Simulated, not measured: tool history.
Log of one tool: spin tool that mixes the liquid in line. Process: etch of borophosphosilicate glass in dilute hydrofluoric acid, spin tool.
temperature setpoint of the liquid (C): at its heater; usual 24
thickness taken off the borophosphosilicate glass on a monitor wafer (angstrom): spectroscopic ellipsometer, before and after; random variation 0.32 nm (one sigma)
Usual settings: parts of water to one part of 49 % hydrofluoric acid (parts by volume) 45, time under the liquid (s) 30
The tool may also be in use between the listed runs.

run	hour	temperature setpoint of the liquid (C)	parts of water to one part of 49 % hydrofluoric acid (parts by volume)	time under the liquid (s)	wafers since the last listed run	hours since the thermometer was replaced	hours since the hydrofluoric acid flow meter was replaced	hours since the gauge calibration	read-back film thickness of the borophosphosilicate glass reference wafer, read on the same gauge (nm)	thickness taken off the borophosphosilicate glass on a monitor wafer (angstrom)
1	0	24	45	30	0	287.7	1731.6	77.4	89.96	402.6
2	14.1	23	45	40	206	301.8	1745.7	91.5	89.99	514.5
3	70.3	23	45	40	822	358	1801.9	147.7	89.95	527.5
4	86.1	24	45	30	231	373.8	1817.7	163.5	90	406.5
5	104.4	24	45	30	267	392.1	1836	181.8	90.01	405.2
6	135	24	45	30	447	422.7	1866.6	212.4	90	402.1
7	157.5	24	45	20	329	445.2	1889.1	234.9	89.97	272.8
8	193.1	24	45	20	520	480.8	1924.7	270.5	90	274.7
9	228.9	24	45	30	523	516.6	1960.5	306.3	89.94	408.6
10	262.6	24	45	30	492	550.3	1994.2	340	90.01	410.5
11	281.6	22	45	30	277	569.3	2013.2	359	89.99	380.5
12	314	22	45	30	473	601.7	2045.6	391.4	90	372.5
13	336.9	22	45	30	334	624.6	2068.5	414.3	89.97	376.7
14	356.8	24	45	45	291	644.5	2088.4	434.2	90.02	624.7
15	386.9	24	45	30	440	674.6	2118.5	464.3	90	410.3
# hour 402.7: hydrofluoric acid flow meter replaced
16	407.7	20	45	30	289	695.4	5	485.1	89.95	348.4
17	423.1	24	45	25	225	710.8	20.4	500.5	89.98	343.8
18	454.9	24	45	30	465	742.6	52.2	532.3	90.02	418.2
19	486.9	22	55	40	468	774.6	84.2	564.3	90	411.6
20	510.4	24	65	40	343	798.1	107.7	587.8	90.02	375.6
# hour 526: gauge calibrated
21	540.3	21	35	30	437	828	137.6	14.3	90	484.9
22	558.9	24	60	30	272	846.6	156.2	32.9	89.99	310.2
# hour 574.5: thermometer replaced
23	588.4	24	45	30	416	13.9	185.7	62.4	90	394.7
24	618.5	29	60	30	440	44	215.8	92.5	90.02	360.2
25	637.5	24	60	50	277	63	234.8	111.5	90.03	490.5
26	655.4	21.5	30	15	261	80.9	252.7	129.4	90.01	276.8
27	682	20.5	65	15	389	107.5	279.3	156	89.98	116.9
28	695.7	22.5	50	35	200	121.2	293	169.7	89.99	391.1
29	722.4	24	45	15	390	147.9	319.7	196.4	90.01	199.8
30	744.9	24	45	30	329	170.4	342.2	218.9	89.99	403.6
31	759	19.5	45	30	206	184.5	356.3	233	90	332.9

How the hidden state differs across the entries between the runs, from the last listed run before each to the first after it:
Between runs 15 and 16: hydrofluoric acid flow meter replaced (hour 402.7)
  liquid hotter than its thermometer reads (K): 1.05 -> 1.08
  measured less the result without the state, thickness taken off the borophosphosilicate glass on a monitor wafer (angstrom): +17.3 -> +15.6
Between runs 20 and 21: gauge calibrated (hour 526)
  liquid hotter than its thermometer reads (K): 1.24 -> 1.28
  measured less the result without the state, thickness taken off the borophosphosilicate glass on a monitor wafer (angstrom): +18.4 -> +25.6
Between runs 22 and 23: thermometer replaced (hour 574.5)
  liquid hotter than its thermometer reads (K): 1.31 -> 0.0539
  measured less the result without the state, thickness taken off the borophosphosilicate glass on a monitor wafer (angstrom): +16.1 -> +0.8

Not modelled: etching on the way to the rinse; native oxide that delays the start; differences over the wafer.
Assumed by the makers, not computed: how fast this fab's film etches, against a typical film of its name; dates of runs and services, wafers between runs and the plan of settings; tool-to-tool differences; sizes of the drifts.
